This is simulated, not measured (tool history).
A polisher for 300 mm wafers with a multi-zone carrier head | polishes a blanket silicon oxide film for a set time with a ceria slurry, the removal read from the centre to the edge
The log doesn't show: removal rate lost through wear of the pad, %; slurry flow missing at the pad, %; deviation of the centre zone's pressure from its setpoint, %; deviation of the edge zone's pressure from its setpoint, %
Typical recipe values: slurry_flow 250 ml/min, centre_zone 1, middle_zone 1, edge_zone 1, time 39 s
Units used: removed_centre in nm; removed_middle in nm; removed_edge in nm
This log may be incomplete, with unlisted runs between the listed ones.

run,hour,slurry_flow,centre_zone,middle_zone,edge_zone,time,wafers since the last listed run,wafers polished on this pad,hours since the slurry nozzle was cleaned,hours since the centre zone pressure was calibrated,hours since the edge zone pressure was calibrated,hours since the carrier head's membrane was replaced,"incoming thickness of the incoming film, nm",removed_centre,removed_middle,removed_edge
1,0,250,1,1,1.07,39,0,964,81.7,327.7,1256.1,871.8,846.3,238,230.3,247.6
2,60.3,250,1,1.07,1,39,544,1508,142,388,1316.4,932.1,851.2,234.1,237.6,242
3,118.6,250,1,1.07,1,39,526,2035,200.3,446.3,1374.7,990.4,833.9,232.5,238,238.5
4,152.1,250,1,1.07,1,39,302,2337,233.8,479.8,1408.2,1023.9,832.3,231.8,238.5,239.8
# hour 191.9: edge zone pressure recalibrated
# hour 224.5: centre zone pressure recalibrated
5,225,250,1,1,1,39,622,2959,306.7,0.5,33.1,1096.8,858.5,231.8,221.9,236.2
6,271.1,250,1,1,1,39,416,3376,352.8,46.6,79.2,1142.9,836.1,228.5,227.2,239.2
# hour 299.4: worn pad replaced by a new one
7,320.6,250,1,1,1,39,410,191,402.3,96.1,128.7,1192.4,850.4,226.6,226.2,240.8
# hour 534.1: carrier head's membrane replaced by a new one
8,534.6,295,0.94,1,1,39,1887,2078,616.3,310.1,342.7,0.5,850.9,215.9,224.2,244.7
9,594.3,310,1.11,1.1,1,46,539,2617,676,369.8,402.4,60.2,859.1,298.5,286.1,278.1
# hour 613.5: slurry nozzle cleaned
# hour 655.2: worn pad replaced by a new one
10,655.7,250,1,1.07,1,39,509,4,42.2,431.2,463.8,121.6,856.5,235,244.6,239.3
11,707.8,250,1,1,1,39,470,474,94.3,483.3,515.9,173.7,850.1,237.2,232.3,243.9
12,742.3,195,1,1,0.94,39,311,786,128.8,517.8,550.4,208.2,860.4,222.6,221.6,228.5
# hour 757.3: centre zone pressure recalibrated
13,774.5,250,1,1,1,33,272,1058,161,17.2,582.6,240.4,852.7,198.5,193.4,203.9
14,840.3,250,0.96,1,1,39,594,1653,226.8,83,648.4,306.2,853.9,223.1,228.6,242.9
15,905.6,305,1.08,1.04,1,47,589,2242,292.1,148.3,713.7,371.5,846.5,310.8,288.4,296.4
16,939.9,250,1,1,1,39,309,2552,326.4,182.6,748,405.8,854.5,231.3,226.1,239.9
# hour 972.1: worn pad replaced by a new one
17,982.8,275,1,0.95,1,39,351,96,369.3,225.5,790.9,448.7,853.4,234.8,218.6,237
18,1014,330,0.94,1,1,35,281,378,400.5,256.7,822.1,479.9,862.6,200.3,207.5,224.6
19,1083.8,250,1,1,1,39,630,1008,470.3,326.5,891.9,549.7,849.3,227.5,219.5,236.1
20,1220.7,340,1,1,1,39,1236,2245,607.2,463.4,1028.8,686.6,843.5,236.5,229.2,240
21,1286.8,250,1,1,1,39,596,2842,673.3,529.5,1094.9,752.7,853.1,217.9,212.3,229.8
22,1325.3,250,1,1,1,39,347,3189,711.8,568,1133.4,791.2,842.1,215.4,212.6,231.9

Alternative continuations, all from the tool just after run 22; predict every row:
A,1325.7,250,1.05,1,1,39,3,3193,712.2,568.4,1133.8,791.6,850,?,?,?
B,1325.7,250,0.96,1,0.92,39,3,3193,712.2,568.4,1133.8,791.6,850,?,?,?
C,1325.7,250,1,0.91,1,35,3,3193,712.2,568.4,1133.8,791.6,850,?,?,?
D,1325.7,250,1.09,1.09,0.91,46,3,3193,712.2,568.4,1133.8,791.6,850,?,?,?

run,removed_centre,removed_middle,removed_edge
A,226.8,209.3,229.1
B,207.2,209.4,220.2
C,193.6,176,205.8
D,277.9,262.4,258.2
With no hidden state in the tool, these same runs would have given:
run,removed_centre,removed_middle,removed_edge
A,250.4,228.7,244.5
B,228.8,228.9,235.1
C,213.8,192.4,219.7
D,306.8,286.7,275.6
